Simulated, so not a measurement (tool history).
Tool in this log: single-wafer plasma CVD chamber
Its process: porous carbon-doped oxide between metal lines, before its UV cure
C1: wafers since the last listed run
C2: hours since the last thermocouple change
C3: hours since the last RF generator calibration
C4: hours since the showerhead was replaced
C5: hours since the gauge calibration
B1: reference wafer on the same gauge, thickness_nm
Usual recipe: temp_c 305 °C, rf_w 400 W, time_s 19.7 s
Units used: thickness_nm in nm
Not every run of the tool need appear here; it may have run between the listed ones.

Run 1, day 0.000: usual settings but rf_w 360 W, time_s 18.9 s; C1 0; C2 2244.8; C3 625.4; C4 3661.9; C5 323.0; B1 85.758. Result: thickness_nm 70.719 nm.
Run 2, day 0.554: usual settings but rf_w 360 W, time_s 18.9 s; C1 331; C2 2258.1; C3 638.7; C4 3675.2; C5 336.3; B1 85.935. Result: thickness_nm 70.413 nm.
Run 3, day 1.021: usual settings but time_s 17.7 s; C1 278; C2 2269.3; C3 649.9; C4 3686.4; C5 347.5; B1 85.771. Result: thickness_nm 73.917 nm.
Run 4, day 1.421: usual settings; C1 239; C2 2278.9; C3 659.5; C4 3696.0; C5 357.1; B1 85.677. Result: thickness_nm 82.188 nm.
Run 5, day 2.117: usual settings; C1 415; C2 2295.6; C3 676.2; C4 3712.7; C5 373.8; B1 85.773. Result: thickness_nm 81.653 nm.
Run 6, day 2.704: usual settings; C1 351; C2 2309.7; C3 690.3; C4 3726.8; C5 387.9; B1 85.915. Result: thickness_nm 82.128 nm.
Run 7, day 3.404: usual settings; C1 418; C2 2326.5; C3 707.1; C4 3743.6; C5 404.7; B1 85.863. Result: thickness_nm 81.674 nm.
Run 8, day 3.988: usual settings but time_s 22.2 s; C1 348; C2 2340.5; C3 721.1; C4 3757.6; C5 418.7; B1 85.784. Result: thickness_nm 91.294 nm.
Run 9, day 4.700: usual settings; C1 425; C2 2357.6; C3 738.2; C4 3774.7; C5 435.8; B1 85.839. Result: thickness_nm 81.863 nm.
Run 10, day 5.054: usual settings but temp_c 314 °C, rf_w 355 W, time_s 18.1 s; C1 211; C2 2366.1; C3 746.7; C4 3783.2; C5 444.3; B1 85.847. Result: thickness_nm 63.857 nm.
Run 11, day 5.783: usual settings; C1 435; C2 2383.6; C3 764.2; C4 3800.7; C5 461.8; B1 85.794. Result: thickness_nm 81.283 nm.
Run 12, day 6.062: usual settings but temp_c 293 °C, rf_w 325 W, time_s 20.8 s; C1 166; C2 2390.3; C3 770.9; C4 3807.4; C5 468.5; B1 85.855. Result: thickness_nm 73.989 nm.
Run 13, day 6.562: usual settings but temp_c 314 °C, rf_w 355 W, time_s 21.6 s; C1 298; C2 2402.3; C3 782.9; C4 3819.4; C5 480.5; B1 85.779. Result: thickness_nm 75.412 nm.
Run 14, day 6.858: usual settings but temp_c 294 °C, rf_w 440 W, time_s 21.8 s; C1 176; C2 2409.4; C3 790.0; C4 3826.5; C5 487.6; B1 85.852. Result: thickness_nm 104.347 nm.
At day 7.321: thermocouple changed; heater temperature recalibrated.
At day 7.596: RF generator calibrated.
Run 15, day 7.617: usual settings but temp_c 313 °C, rf_w 455 W, time_s 23.2 s; C1 92; C2 7.1; C3 0.5; C4 3844.7; C5 505.8; B1 85.860. Result: thickness_nm 104.936 nm.
Run 16, day 7.825: usual settings; C1 124; C2 12.1; C3 5.5; C4 3849.7; C5 510.8; B1 85.881. Result: thickness_nm 82.972 nm.
Run 17, day 8.312: usual settings but temp_c 312 °C; C1 291; C2 23.8; C3 17.2; C4 3861.4; C5 522.5; B1 85.936. Result: thickness_nm 79.821 nm.
Run 18, day 8.662: usual settings but rf_w 435 W; C1 209; C2 32.2; C3 25.6; C4 3869.8; C5 530.9; B1 85.676. Result: thickness_nm 89.751 nm.
Run 19, day 9.067: usual settings; C1 241; C2 41.9; C3 35.3; C4 3879.5; C5 540.6; B1 85.825. Result: thickness_nm 82.807 nm.
Run 20, day 9.479: usual settings but temp_c 292 °C, rf_w 455 W, time_s 21.8 s; C1 246; C2 51.8; C3 45.2; C4 3889.4; C5 550.5; B1 85.711. Result: thickness_nm 110.403 nm.
Run 21, day 9.933: usual settings but rf_w 445 W; C1 271; C2 62.7; C3 56.1; C4 3900.3; C5 561.4; B1 85.834. Result: thickness_nm 91.793 nm.
Run 22, day 10.583: usual settings but rf_w 355 W, time_s 20.9 s; C1 388; C2 78.3; C3 71.7; C4 3915.9; C5 577.0; B1 85.777. Result: thickness_nm 77.805 nm.
Run 23, day 11.075: usual settings but rf_w 360 W, time_s 18.9 s; C1 293; C2 90.1; C3 83.5; C4 3927.7; C5 588.8; B1 85.816. Result: thickness_nm 71.758 nm.
At day 11.850: showerhead replaced.
At day 11.933: gauge calibrated.
Run 24, day 12.904: usual settings but temp_c 293 °C, time_s 23.0 s; C1 894; C2 134.0; C3 127.4; C4 25.3; C5 23.3; B1 85.778. Result: thickness_nm 102.004 nm.
Run 25, day 13.379: usual settings; C1 283; C2 145.4; C3 138.8; C4 36.7; C5 34.7; B1 85.769. Result: thickness_nm 82.733 nm.
Run 26, day 13.762: usual settings; C1 229; C2 154.6; C3 148.0; C4 45.9; C5 43.9; B1 85.752. Result: thickness_nm 82.408 nm.
Run 27, day 14.417: usual settings but temp_c 294 °C, time_s 22.4 s; C1 391; C2 170.3; C3 163.7; C4 61.6; C5 59.6; B1 85.743. Result: thickness_nm 99.266 nm.
Run 28, day 14.908: usual settings but time_s 16.7 s; C1 293; C2 182.1; C3 175.5; C4 73.4; C5 71.4; B1 85.881. Result: thickness_nm 70.479 nm.
Run 29, day 15.567: usual settings but temp_c 301 °C, rf_w 440 W, time_s 22.0 s; C1 393; C2 197.9; C3 191.3; C4 89.2; C5 87.2; B1 85.910. Result: thickness_nm 103.389 nm.
Run 30, day 16.162: usual settings; C1 356; C2 212.2; C3 205.6; C4 103.5; C5 101.5; B1 85.733. Result: thickness_nm 82.968 nm.
Run 31, day 16.758: usual settings but temp_c 310 °C, rf_w 365 W, time_s 20.7 s; C1 356; C2 226.5; C3 219.9; C4 117.8; C5 115.8; B1 85.759. Result: thickness_nm 76.634 nm.

What will run 32 give?
Run 32, day 17.217: usual settings but temp_c 312 °C, time_s 18.5 s; C1 273; C2 237.5; C3 230.9; C4 128.8; C5 126.8; B1 ?. Result: thickness_nm ?.

B1: 85.657
thickness_nm: 75.509 nm
With no hidden state in the tool, this same run would have given thickness_nm 75.869 nm.
